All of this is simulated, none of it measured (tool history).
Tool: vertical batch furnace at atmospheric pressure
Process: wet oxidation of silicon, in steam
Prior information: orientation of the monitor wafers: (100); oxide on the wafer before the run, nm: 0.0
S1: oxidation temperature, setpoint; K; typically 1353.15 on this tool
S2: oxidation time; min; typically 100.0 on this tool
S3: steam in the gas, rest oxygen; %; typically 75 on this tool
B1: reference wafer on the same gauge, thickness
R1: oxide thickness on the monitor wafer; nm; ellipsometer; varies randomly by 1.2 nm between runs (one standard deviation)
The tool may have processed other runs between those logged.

{"run": 1, "hour": 0.0, "S1": 1353.15, "S2": 120.0, "S3": 75, "B1": 746.05, "R1": 843.55}
{"run": 2, "hour": 23.9, "S1": 1353.15, "S2": 100.0, "S3": 75, "B1": 746.16, "R1": 761.08}
{"run": 3, "hour": 46.0, "S1": 1353.15, "S2": 100.0, "S3": 67, "B1": 745.83, "R1": 712.83}
{"run": 4, "hour": 61.8, "S1": 1353.15, "S2": 100.0, "S3": 67, "B1": 746.18, "R1": 714.47}
{"run": 5, "hour": 78.7, "S1": 1353.15, "S2": 100.0, "S3": 66, "B1": 745.89, "R1": 706.97}
{"run": 6, "hour": 101.5, "S1": 1353.15, "S2": 100.0, "S3": 66, "B1": 746.51, "R1": 706.81}
{"run": 7, "hour": 122.5, "S1": 1353.15, "S2": 100.0, "S3": 66, "B1": 746.3, "R1": 707.71}
{"run": 8, "hour": 133.5, "S1": 1353.15, "S2": 100.0, "S3": 79, "B1": 745.87, "R1": 782.62}
{"run": 9, "hour": 150.4, "S1": 1353.15, "S2": 100.0, "S3": 79, "B1": 745.7, "R1": 783.45}
{"run": 10, "hour": 170.1, "S1": 1353.15, "S2": 88.0, "S3": 75, "B1": 746.43, "R1": 707.15}
{"run": 11, "hour": 182.0, "S1": 1353.15, "S2": 88.0, "S3": 75, "B1": 746.18, "R1": 707.72}
{"run": 12, "hour": 202.9, "S1": 1353.15, "S2": 100.0, "S3": 75, "B1": 745.48, "R1": 760.29}
{"run": 13, "hour": 226.4, "S1": 1353.15, "S2": 100.0, "S3": 75, "B1": 746.07, "R1": 758.63}
{"run": 14, "hour": 249.8, "S1": 1353.15, "S2": 100.0, "S3": 75, "B1": 745.69, "R1": 757.03}
{"run": 15, "hour": 272.5, "S1": 1370.15, "S2": 100.0, "S3": 87, "B1": 746.2, "R1": 877.74}
{"hour": 280.1, "done": "gauge calibrated"}
{"run": 16, "hour": 295.7, "S1": 1353.15, "S2": 118.0, "S3": 75, "B1": 746.07, "R1": 831.47}
{"hour": 329.3, "done": "steam generator serviced"}
{"run": 17, "hour": 329.8, "S1": 1353.15, "S2": 100.0, "S3": 69, "B1": 746.25, "R1": 754.26}
{"run": 18, "hour": 335.6, "S1": 1337.15, "S2": 62.0, "S3": 79, "B1": 745.85, "R1": 574.9}
{"run": 19, "hour": 354.0, "S1": 1335.15, "S2": 100.0, "S3": 64, "B1": 746.07, "R1": 666.46}
{"hour": 395.4, "done": "thermocouples replaced and temperature profile calibrated"}
{"run": 20, "hour": 395.9, "S1": 1346.15, "S2": 100.0, "S3": 75, "B1": 746.28, "R1": 764.82}
{"run": 21, "hour": 401.7, "S1": 1353.15, "S2": 76.5, "S3": 82, "B1": 746.14, "R1": 713.32}
{"run": 22, "hour": 408.5, "S1": 1362.15, "S2": 113.5, "S3": 75, "B1": 746.16, "R1": 877.31}
{"run": 23, "hour": 429.2, "S1": 1362.15, "S2": 78.5, "S3": 69, "B1": 746.23, "R1": 680.42}
{"run": 24, "hour": 439.9, "S1": 1341.15, "S2": 118.5, "S3": 65, "B1": 746.19, "R1": 760.74}
{"run": 25, "hour": 465.5, "S1": 1353.15, "S2": 88.0, "S3": 75, "B1": 745.97, "R1": 733.12}
{"run": 26, "hour": 478.0, "S1": 1353.15, "S2": 100.0, "S3": 79, "B1": 746.22, "R1": 812.93}
{"run": 27, "hour": 489.7, "S1": 1353.15, "S2": 100.0, "S3": 75, "B1": 746.1, "R1": 788.04}
{"run": 28, "hour": 504.1, "S1": 1333.15, "S2": 62.0, "S3": 75, "B1": 745.8, "R1": 543.6}
{"run": 29, "hour": 519.8, "S1": 1353.15, "S2": 100.0, "S3": 75, "B1": 746.0, "R1": 790.0}

Alternative continuations, all from the tool just after run 29; predict every row:
{"run": "A", "hour": 525.7, "S1": 1353.15, "S2": 100.0, "S3": 75, "B1": "?", "R1": "?"}
{"run": "B", "hour": 525.7, "S1": 1353.15, "S2": 100.0, "S3": 81, "B1": "?", "R1": "?"}
{"run": "C", "hour": 525.7, "S1": 1334.15, "S2": 133.0, "S3": 64, "B1": "?", "R1": "?"}
{"run": "D", "hour": 525.7, "S1": 1328.15, "S2": 131.0, "S3": 75, "B1": "?", "R1": "?"}
{"run": "E", "hour": 525.7, "S1": 1331.15, "S2": 78.0, "S3": 66, "B1": "?", "R1": "?"}

run=A B1=745.81 R1=788.44
run=B B1=745.81 R1=823.37
run=C B1=745.81 R1=781.03
run=D B1=745.81 R1=825.81
run=E B1=745.81 R1=572.62
Take away the tool's hidden state, keep each run's random variation, and the runs would have read:
run=A R1=793.01
run=B R1=828.12
run=C R1=785.65
run=D R1=830.70
run=E R1=576.15
